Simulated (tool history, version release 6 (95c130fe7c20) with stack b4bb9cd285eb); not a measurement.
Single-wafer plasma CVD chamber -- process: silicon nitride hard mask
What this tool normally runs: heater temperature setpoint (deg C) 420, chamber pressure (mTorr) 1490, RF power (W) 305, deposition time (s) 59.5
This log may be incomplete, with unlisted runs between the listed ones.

run   hour  heater temperature setpoint (deg C)  chamber pressure (mTorr)  RF power (W)  deposition time (s)  read-back reference wafer on the same gauge, thickness_nm  mean film thickness on the monitor wafer (angstrom)
  1    0.0                                  420                      1490           305                 59.5                                                     67.713                                               644.31
  2   11.6                                  420                      1490           330                 59.5                                                     67.760                                               665.66
  3   26.3                                  420                      1490           330                 59.5                                                     67.681                                               666.48
  4   41.0                                  420                      1490           330                 59.5                                                     67.717                                               667.80
  5   56.1                                  420                      1490           305                 59.5                                                     67.673                                               644.41
  6   68.3                                  420                      1490           305                 59.5                                                     67.688                                               643.08
  7   85.0                                  420                      1190           305                 59.5                                                     67.638                                               619.19
  8   97.4                                  420                      1490           305                 59.5                                                     67.660                                               643.53
  9  114.9                                  411                      1490           305                 59.5                                                     67.691                                               642.57
     145.5  -- showerhead replaced
 10  146.0                                  408                      1490           355                 64.1                                                     67.709                                               745.48
 11  146.7                                  420                      1490           305                 59.5                                                     67.751                                               642.03
 12  158.2                                  420                      1490           305                 52.2                                                     67.717                                               559.57
     173.7  -- RF generator calibrated
 13  174.2                                  420                      1490           285                 59.5                                                     67.732                                               649.10
 14  179.3                                  420                      1490           305                 49.7                                                     67.705                                               556.78
     198.7  -- thermocouple changed; heater temperature recalibrated
     198.9  -- gauge calibrated
 15  199.2                                  420                      1630           305                 47.8                                                     67.672                                               542.94
     207.6  -- capacitance manometer re-zeroed and calibrated
 16  208.1                                  405                      1760           305                 59.5                                                     67.740                                               685.50
 17  218.5                                  428                      1240           260                 51.0                                                     67.701                                               515.88
 18  233.5                                  420                      1490           305                 59.5                                                     67.740                                               668.17
 19  247.8                                  420                      1490           305                 59.5                                                     67.704                                               668.40
 20  255.2                                  420                      1490           305                 59.5                                                     67.646                                               665.83
 21  261.2                                  420                      1490           330                 59.5                                                     67.729                                               690.84
 22  267.4                                  420                      1840           305                 59.5                                                     67.694                                               687.55
 23  276.1                                  420                      1850           285                 59.5                                                     67.668                                               668.65
 24  289.7                                  406                      1490           305                 59.5                                                     67.692                                               670.52
 25  306.9                                  420                      1490           305                 59.5                                                     67.719                                               664.99
 26  322.9                                  420                      1310           305                 59.5                                                     67.699                                               653.82
 27  338.6                                  432                      1490           305                 65.6                                                     67.734                                               729.42
 28  354.1                                  420                      1220           340                 67.8                                                     67.658                                               776.33

Pick out some run-to-run changes in mean film thickness on the monitor wafer (angstrom). Of each, how much would a tool without hidden state show as well, from the settings, what came in and chance, and how much is left for the hidden state and any gauge scatter not in both results compared?
What the log doesn't record here: wafer temperature above the value expected at the setpoint (K); delivered RF power above the setpoint (%); true pressure above the setpoint (%); gauge reads high (%).
Run 9 -> 10: heater temperature setpoint (deg C) 411 -> 408, RF power (W) 305 -> 355, deposition time (s) 59.5 -> 64.1, showerhead replaced. mean film thickness on the monitor wafer (angstrom) +102.91: hidden state -4.00, all else +106.91.
Run 12 -> 13: RF power (W) 305 -> 285, deposition time (s) 52.2 -> 59.5, RF generator calibrated. mean film thickness on the monitor wafer (angstrom) +89.53: hidden state +23.33, all else +66.20.
Run 16 -> 17: heater temperature setpoint (deg C) 405 -> 428, chamber pressure (mTorr) 1760 -> 1240, RF power (W) 305 -> 260, deposition time (s) 59.5 -> 51.0. mean film thickness on the monitor wafer (angstrom) -169.62: hidden state +0.51, all else -170.13.
Run 17 -> 18: heater temperature setpoint (deg C) 428 -> 420, chamber pressure (mTorr) 1240 -> 1490, RF power (W) 260 -> 305, deposition time (s) 51.0 -> 59.5. mean film thickness on the monitor wafer (angstrom) +152.29: hidden state -0.46, all else +152.75.
